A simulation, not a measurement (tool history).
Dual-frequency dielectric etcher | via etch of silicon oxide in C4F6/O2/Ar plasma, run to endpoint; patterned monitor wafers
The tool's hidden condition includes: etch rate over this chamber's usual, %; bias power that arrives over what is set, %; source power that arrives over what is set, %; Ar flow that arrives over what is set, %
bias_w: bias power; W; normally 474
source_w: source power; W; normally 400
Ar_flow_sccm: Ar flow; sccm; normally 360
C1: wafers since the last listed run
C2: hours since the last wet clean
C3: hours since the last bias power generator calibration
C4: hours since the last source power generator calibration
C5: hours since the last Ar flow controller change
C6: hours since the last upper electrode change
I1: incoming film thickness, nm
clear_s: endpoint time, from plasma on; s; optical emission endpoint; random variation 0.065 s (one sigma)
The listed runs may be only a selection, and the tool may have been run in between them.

Run 1, hour 0.0: usual settings; C1 0; C2 187.7; C3 3639.7; C4 2578.3; C5 1404.8; C6 2368.2; I1 92.2. Result: clear_s 21.2 s.
Run 2, hour 22.2: usual settings; C1 252; C2 209.9; C3 3661.9; C4 2600.5; C5 1427.0; C6 2390.4; I1 92.4. Result: clear_s 21.3 s.
Run 3, hour 47.3: usual settings but bias_w 520 W, Ar_flow_sccm 333 sccm; C1 285; C2 235.0; C3 3687.0; C4 2625.6; C5 1452.1; C6 2415.5; I1 94.3. Result: clear_s 20.5 s.
Run 4, hour 74.5: usual settings; C1 309; C2 262.2; C3 3714.2; C4 2652.8; C5 1479.3; C6 2442.7; I1 92.7. Result: clear_s 21.4 s.
Run 5, hour 94.4: usual settings; C1 226; C2 282.1; C3 3734.1; C4 2672.7; C5 1499.2; C6 2462.6; I1 92.2. Result: clear_s 21.2 s.
Run 6, hour 129.2: usual settings; C1 396; C2 316.9; C3 3768.9; C4 2707.5; C5 1534.0; C6 2497.4; I1 92.7. Result: clear_s 21.2 s.
At hour 137.3: Ar flow controller replaced.
At hour 149.1: bias power generator calibrated.
At hour 187.6: wet clean of the chamber.
Run 7, hour 206.8: usual settings; C1 496; C2 19.2; C3 57.7; C4 2785.1; C5 69.5; C6 2575.0; I1 93.1. Result: clear_s 21.6 s.
Run 8, hour 224.7: usual settings; C1 203; C2 37.1; C3 75.6; C4 2803.0; C5 87.4; C6 2592.9; I1 92.4. Result: clear_s 21.4 s.
Run 9, hour 247.9: usual settings; C1 264; C2 60.3; C3 98.8; C4 2826.2; C5 110.6; C6 2616.1; I1 93.4. Result: clear_s 21.6 s.
Run 10, hour 264.8: usual settings; C1 192; C2 77.2; C3 115.7; C4 2843.1; C5 127.5; C6 2633.0; I1 93.4. Result: clear_s 21.6 s.
Run 11, hour 300.6: usual settings; C1 407; C2 113.0; C3 151.5; C4 2878.9; C5 163.3; C6 2668.8; I1 92.4. Result: clear_s 21.3 s.
At hour 326.9: upper electrode replaced.
Run 12, hour 327.4: usual settings but Ar_flow_sccm 407 sccm; C1 31; C2 139.8; C3 178.3; C4 2905.7; C5 190.1; C6 0.5; I1 92.7. Result: clear_s 21.7 s.
At hour 336.0: source power generator calibrated.
Run 13, hour 337.4: usual settings but bias_w 415 W, Ar_flow_sccm 318 sccm; C1 68; C2 149.8; C3 188.3; C4 1.4; C5 200.1; C6 10.5; I1 92.1. Result: clear_s 22.3 s.
Run 14, hour 370.5: usual settings but source_w 480 W, Ar_flow_sccm 406 sccm; C1 376; C2 182.9; C3 221.4; C4 34.5; C5 233.2; C6 43.6; I1 93.2. Result: clear_s 19.9 s.
Run 15, hour 389.2: usual settings; C1 212; C2 201.6; C3 240.1; C4 53.2; C5 251.9; C6 62.3; I1 92.1. Result: clear_s 21.2 s.
Run 16, hour 414.6: usual settings; C1 289; C2 227.0; C3 265.5; C4 78.6; C5 277.3; C6 87.7; I1 93.3. Result: clear_s 21.4 s.

Run 17 has not been measured yet. What should we expect?
Run 17, hour 442.2: usual settings but bias_w 397 W, Ar_flow_sccm 304 sccm; C1 314; C2 254.6; C3 293.1; C4 106.2; C5 304.9; C6 115.3; I1 93.9. Result: clear_s ?.

clear_s: 23.1 s
The same run, on a tool lacking any hidden state, would have yielded clear_s 23.3 s.
